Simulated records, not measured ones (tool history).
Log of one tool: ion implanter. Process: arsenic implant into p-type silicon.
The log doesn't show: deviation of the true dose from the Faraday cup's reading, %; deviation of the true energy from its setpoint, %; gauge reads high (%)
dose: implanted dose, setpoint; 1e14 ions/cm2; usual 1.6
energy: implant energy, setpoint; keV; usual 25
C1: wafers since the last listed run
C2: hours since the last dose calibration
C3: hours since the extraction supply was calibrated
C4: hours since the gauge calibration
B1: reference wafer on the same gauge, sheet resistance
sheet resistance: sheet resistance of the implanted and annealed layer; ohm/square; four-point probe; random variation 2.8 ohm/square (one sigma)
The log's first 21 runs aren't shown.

{"run": 22, "hour": 1051.1, "dose": 1.82, "energy": 30.5, "C1": 327, "C2": 92.9, "C3": 198, "C4": 544.7, "B1": 489.31, "sheet resistance": 473.81}
{"run": 23, "hour": 1076.0, "dose": 1.44, "energy": 31.5, "C1": 270, "C2": 117.8, "C3": 222.9, "C4": 569.6, "B1": 489.22, "sheet resistance": 553.4}
{"run": 24, "hour": 1142.3, "dose": 1.23, "energy": 16.5, "C1": 720, "C2": 184.1, "C3": 289.2, "C4": 635.9, "B1": 488.64, "sheet resistance": 689.12}
{"run": 25, "hour": 1181.2, "dose": 1.27, "energy": 20, "C1": 422, "C2": 223, "C3": 328.1, "C4": 674.8, "B1": 489.32, "sheet resistance": 661.15}
{"run": 26, "hour": 1240.6, "dose": 1.6, "energy": 25, "C1": 645, "C2": 282.4, "C3": 387.5, "C4": 734.2, "B1": 488.83, "sheet resistance": 536.3}
{"run": 27, "hour": 1312.0, "dose": 1.6, "energy": 25, "C1": 776, "C2": 353.8, "C3": 458.9, "C4": 805.6, "B1": 489.08, "sheet resistance": 542.03}
{"run": 28, "hour": 1353.0, "dose": 1.87, "energy": 29.5, "C1": 445, "C2": 394.8, "C3": 499.9, "C4": 846.6, "B1": 488.9, "sheet resistance": 470.59}
{"run": 29, "hour": 1390.7, "dose": 1.91, "energy": 32.5, "C1": 409, "C2": 432.5, "C3": 537.6, "C4": 884.3, "B1": 489.16, "sheet resistance": 456.87}
{"run": 30, "hour": 1454.7, "dose": 1.6, "energy": 25, "C1": 695, "C2": 496.5, "C3": 601.6, "C4": 948.3, "B1": 488.81, "sheet resistance": 546.61}
{"run": 31, "hour": 1497.4, "dose": 1.92, "energy": 30, "C1": 464, "C2": 539.2, "C3": 644.3, "C4": 991, "B1": 488.66, "sheet resistance": 465.46}
{"run": 32, "hour": 1554.3, "dose": 1.6, "energy": 25, "C1": 618, "C2": 596.1, "C3": 701.2, "C4": 1047.9, "B1": 489.08, "sheet resistance": 549.04}
{"hour": 1593.2, "done": "Faraday cup replaced and dose calibrated"}
{"run": 33, "hour": 1619.5, "dose": 1.3, "energy": 21.5, "C1": 621, "C2": 26.3, "C3": 766.4, "C4": 1113.1, "B1": 489.24, "sheet resistance": 635.95}
{"run": 34, "hour": 1667.2, "dose": 1.72, "energy": 28, "C1": 518, "C2": 74, "C3": 814.1, "C4": 1160.8, "B1": 489.38, "sheet resistance": 498.27}
{"run": 35, "hour": 1708.5, "dose": 1.6, "energy": 25, "C1": 449, "C2": 115.3, "C3": 855.4, "C4": 1202.1, "B1": 489.28, "sheet resistance": 536.11}
{"run": 36, "hour": 1770.0, "dose": 1.82, "energy": 30.5, "C1": 668, "C2": 176.8, "C3": 916.9, "C4": 1263.6, "B1": 488.92, "sheet resistance": 469.83}
{"run": 37, "hour": 1808.3, "dose": 1.6, "energy": 31.5, "C1": 416, "C2": 215.1, "C3": 955.2, "C4": 1301.9, "B1": 488.66, "sheet resistance": 518.87}
{"run": 38, "hour": 1849.3, "dose": 1.6, "energy": 25, "C1": 445, "C2": 256.1, "C3": 996.2, "C4": 1342.9, "B1": 488.47, "sheet resistance": 538.87}

Forecast each of these 3 alternatives for the next run:
{"run": "A", "hour": 1849.7, "dose": 1.6, "energy": 25, "C1": 4, "C2": 256.5, "C3": 996.6, "C4": 1343.3, "B1": "?", "sheet resistance": "?"}
{"run": "B", "hour": 1849.7, "dose": 1.6, "energy": 22.5, "C1": 4, "C2": 256.5, "C3": 996.6, "C4": 1343.3, "B1": "?", "sheet resistance": "?"}
{"run": "C", "hour": 1849.7, "dose": 1.6, "energy": 22, "C1": 4, "C2": 256.5, "C3": 996.6, "C4": 1343.3, "B1": "?", "sheet resistance": "?"}

run=A B1=488.92 sheet_resistance=537.36
run=B B1=488.92 sheet_resistance=546.38
run=C B1=488.92 sheet_resistance=548.29
Without the tool's hidden state the same runs would have given:
run=A sheet_resistance=527.61
run=B sheet_resistance=536.4
run=C sheet_resistance=538.27
